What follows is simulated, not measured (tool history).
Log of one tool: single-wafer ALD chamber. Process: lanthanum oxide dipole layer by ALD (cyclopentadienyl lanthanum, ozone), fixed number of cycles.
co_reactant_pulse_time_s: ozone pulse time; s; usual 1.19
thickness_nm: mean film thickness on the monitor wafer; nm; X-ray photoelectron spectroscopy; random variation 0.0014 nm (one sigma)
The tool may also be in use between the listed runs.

run	hour	co_reactant_pulse_time_s	wafers since the last listed run	hours since the last thermocouple change	hours since the last ozone generator service	hours since the showerhead was replaced	hours since the gauge calibration	read-back reference wafer on the same gauge, thickness_nm	thickness_nm
1	0.0	1.19	0	2267.3	1410.4	2908.3	107.9	0.508	0.524
2	14.0	1.19	209	2281.3	1424.4	2922.3	121.9	0.508	0.525
3	20.5	1.19	97	2287.8	1430.9	2928.8	128.4	0.508	0.522
4	27.9	1.46	110	2295.2	1438.3	2936.2	135.8	0.508	0.554
5	40.0	1.36	180	2307.3	1450.4	2948.3	147.9	0.508	0.544
6	70.6	1.36	457	2337.9	1481.0	2978.9	178.5	0.508	0.543
7	86.0	1.36	230	2353.3	1496.4	2994.3	193.9	0.508	0.542
8	96.4	1.50	155	2363.7	1506.8	3004.7	204.3	0.508	0.557
9	114.1	1.50	264	2381.4	1524.5	3022.4	222.0	0.508	0.556
10	140.6	1.50	396	2407.9	1551.0	3048.9	248.5	0.508	0.556
# hour 151.9: showerhead replaced
11	152.4	0.93	56	2419.7	1562.8	0.5	260.3	0.508	0.466
# hour 165.4: thermocouple changed; heater temperature recalibrated
12	165.9	0.85	82	0.5	1576.3	14.0	273.8	0.508	0.439
13	173.0	0.85	106	7.6	1583.4	21.1	280.9	0.508	0.440
14	189.9	0.85	252	24.5	1600.3	38.0	297.8	0.508	0.440
15	196.7	1.39	101	31.3	1607.1	44.8	304.6	0.508	0.542
16	203.8	1.19	106	38.4	1614.2	51.9	311.7	0.508	0.518
17	212.4	1.06	128	47.0	1622.8	60.5	320.3	0.508	0.494
18	219.9	1.19	112	54.5	1630.3	68.0	327.8	0.508	0.518
19	225.9	0.81	89	60.5	1636.3	74.0	333.8	0.508	0.425
20	234.9	1.19	134	69.5	1645.3	83.0	342.8	0.508	0.514
21	285.9	1.46	762	120.5	1696.3	134.0	393.8	0.508	0.548
# hour 299.5: ozone generator serviced
22	300.1	1.45	92	134.7	0.6	148.2	408.0	0.508	0.570
# hour 309.3: gauge calibrated
23	317.9	1.50	266	152.5	18.4	166.0	8.6	0.508	0.573
24	330.4	1.37	186	165.0	30.9	178.5	21.1	0.508	0.564
25	340.1	1.19	145	174.7	40.6	188.2	30.8	0.508	0.545
26	356.9	0.95	251	191.5	57.4	205.0	47.6	0.508	0.502
27	373.0	1.62	240	207.6	73.5	221.1	63.7	0.508	0.578
28	380.2	0.78	107	214.8	80.7	228.3	70.9	0.508	0.454
29	394.2	1.19	209	228.8	94.7	242.3	84.9	0.508	0.544
30	402.1	0.94	118	236.7	102.6	250.2	92.8	0.508	0.499
31	413.8	1.19	174	248.4	114.3	261.9	104.5	0.508	0.542
32	430.2	0.97	245	264.8	130.7	278.3	120.9	0.508	0.505
33	437.9	1.19	115	272.5	138.4	286.0	128.6	0.508	0.542
34	449.9	1.00	179	284.5	150.4	298.0	140.6	0.508	0.512
35	462.5	1.51	188	297.1	163.0	310.6	153.2	0.508	0.572

What the log doesn't show, run by run:
wafer temperature above the value expected at the setpoint (K): 0 in every run
gauge reads high (%): 0 in every run
H1: ozone dose above that of a generator just serviced (%)
run	H1
1	-11.3
2	-11.5
3	-11.6
4	-11.7
5	-11.9
6	-12.4
7	-12.6
8	-12.8
9	-13.1
10	-13.5
11	-13.7
12	-13.9
13	-14
14	-14.3
15	-14.4
16	-14.5
17	-14.7
18	-14.8
19	-14.9
20	-15
21	-15.9
22	-0.424
23	-0.426
24	-0.429
25	-0.433
26	-0.441
27	-0.452
28	-0.458
29	-0.471
30	-0.479
31	-0.492
32	-0.513
33	-0.523
34	-0.541
35	-0.561
